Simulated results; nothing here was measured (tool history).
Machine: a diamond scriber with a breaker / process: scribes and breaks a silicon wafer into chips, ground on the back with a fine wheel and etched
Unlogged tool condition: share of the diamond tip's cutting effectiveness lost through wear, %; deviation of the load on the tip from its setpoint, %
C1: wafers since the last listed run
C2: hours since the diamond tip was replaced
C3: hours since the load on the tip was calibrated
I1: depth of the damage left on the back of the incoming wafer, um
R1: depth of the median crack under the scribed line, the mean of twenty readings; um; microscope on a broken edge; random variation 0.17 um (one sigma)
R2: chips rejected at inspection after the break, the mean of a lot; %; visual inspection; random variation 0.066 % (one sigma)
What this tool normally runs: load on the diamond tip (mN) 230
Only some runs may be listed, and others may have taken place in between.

{"run": 1, "hour": 0.0, "load on the diamond tip (mN)": 209, "C1": 0, "C2": 202.2, "C3": 313.3, "I1": 0.39, "R1": 12.18, "R2": 2.33}
{"run": 2, "hour": 48.5, "load on the diamond tip (mN)": 209, "C1": 150, "C2": 250.7, "C3": 361.8, "I1": 0.41, "R1": 12.19, "R2": 2.37}
{"run": 3, "hour": 95.1, "load on the diamond tip (mN)": 265, "C1": 144, "C2": 297.3, "C3": 408.4, "I1": 0.39, "R1": 14.59, "R2": 2.41}
{"run": 4, "hour": 129.3, "load on the diamond tip (mN)": 279, "C1": 106, "C2": 331.5, "C3": 442.6, "I1": 0.68, "R1": 15.17, "R2": 3.43}
{"run": 5, "hour": 198.0, "load on the diamond tip (mN)": 279, "C1": 213, "C2": 400.2, "C3": 511.3, "I1": 0.55, "R1": 14.97, "R2": 2.94}
{"run": 6, "hour": 254.5, "load on the diamond tip (mN)": 230, "C1": 175, "C2": 456.7, "C3": 567.8, "I1": 0.49, "R1": 12.46, "R2": 1.66}
{"hour": 348.2, "done": "diamond tip replaced by a new one"}
{"run": 7, "hour": 409.8, "load on the diamond tip (mN)": 230, "C1": 476, "C2": 61.6, "C3": 723.1, "I1": 0.47, "R1": 11.51, "R2": 3.39}
{"run": 8, "hour": 441.2, "load on the diamond tip (mN)": 230, "C1": 97, "C2": 93.0, "C3": 754.5, "I1": 0.77, "R1": 11.37, "R2": 3.56}
{"hour": 623.1, "done": "load on the tip recalibrated"}
{"run": 9, "hour": 634.7, "load on the diamond tip (mN)": 164, "C1": 595, "C2": 286.5, "C3": 11.6, "I1": 0.64, "R1": 8.53, "R2": 21.94}
{"hour": 658.5, "done": "diamond tip replaced by a new one, repeated, since the last time left the tool worse"}
{"run": 10, "hour": 675.6, "load on the diamond tip (mN)": 230, "C1": 121, "C2": 17.1, "C3": 52.5, "I1": 0.79, "R1": 12.84, "R2": 1.45}
{"run": 11, "hour": 816.2, "load on the diamond tip (mN)": 209, "C1": 437, "C2": 157.7, "C3": 193.1, "I1": 0.53, "R1": 12.02, "R2": 2.4}
{"run": 12, "hour": 857.0, "load on the diamond tip (mN)": 205, "C1": 126, "C2": 198.5, "C3": 233.9, "I1": 0.77, "R1": 11.94, "R2": 2.68}
{"run": 13, "hour": 928.0, "load on the diamond tip (mN)": 294, "C1": 220, "C2": 269.5, "C3": 304.9, "I1": 0.53, "R1": 15.65, "R2": 4.22}
{"run": 14, "hour": 1056.5, "load on the diamond tip (mN)": 230, "C1": 399, "C2": 398.0, "C3": 433.4, "I1": 0.43, "R1": 12.64, "R2": 1.62}
{"run": 15, "hour": 1083.3, "load on the diamond tip (mN)": 169, "C1": 83, "C2": 424.8, "C3": 460.2, "I1": 0.66, "R1": 9.65, "R2": 12.17}
{"hour": 1114.0, "done": "diamond tip replaced by a new one"}
{"run": 16, "hour": 1139.6, "load on the diamond tip (mN)": 258, "C1": 168, "C2": 25.6, "C3": 516.5, "I1": 0.35, "R1": 14.56, "R2": 2.19}
{"run": 17, "hour": 1262.8, "load on the diamond tip (mN)": 267, "C1": 383, "C2": 148.8, "C3": 639.7, "I1": 0.49, "R1": 14.54, "R2": 2.53}

Below are 3 alternative next runs, each starting from the tool's condition after run 17. Predict each:
{"run": "A", "hour": 1263.4, "load on the diamond tip (mN)": 282, "C1": 1, "C2": 149.4, "C3": 640.3, "I1": 0.58, "R1": "?", "R2": "?"}
{"run": "B", "hour": 1263.4, "load on the diamond tip (mN)": 206, "C1": 1, "C2": 149.4, "C3": 640.3, "I1": 0.58, "R1": "?", "R2": "?"}
{"run": "C", "hour": 1263.4, "load on the diamond tip (mN)": 201, "C1": 1, "C2": 149.4, "C3": 640.3, "I1": 0.58, "R1": "?", "R2": "?"}

run=A R1=15.31 R2=3.71
run=B R1=11.90 R2=2.65
run=C R1=11.66 R2=3.16
Stripped of hidden state, with their random variation kept, the same runs would have yielded:
run=A R1=15.56 R2=4.23
run=B R1=12.10 R2=2.31
run=C R1=11.85 R2=2.75
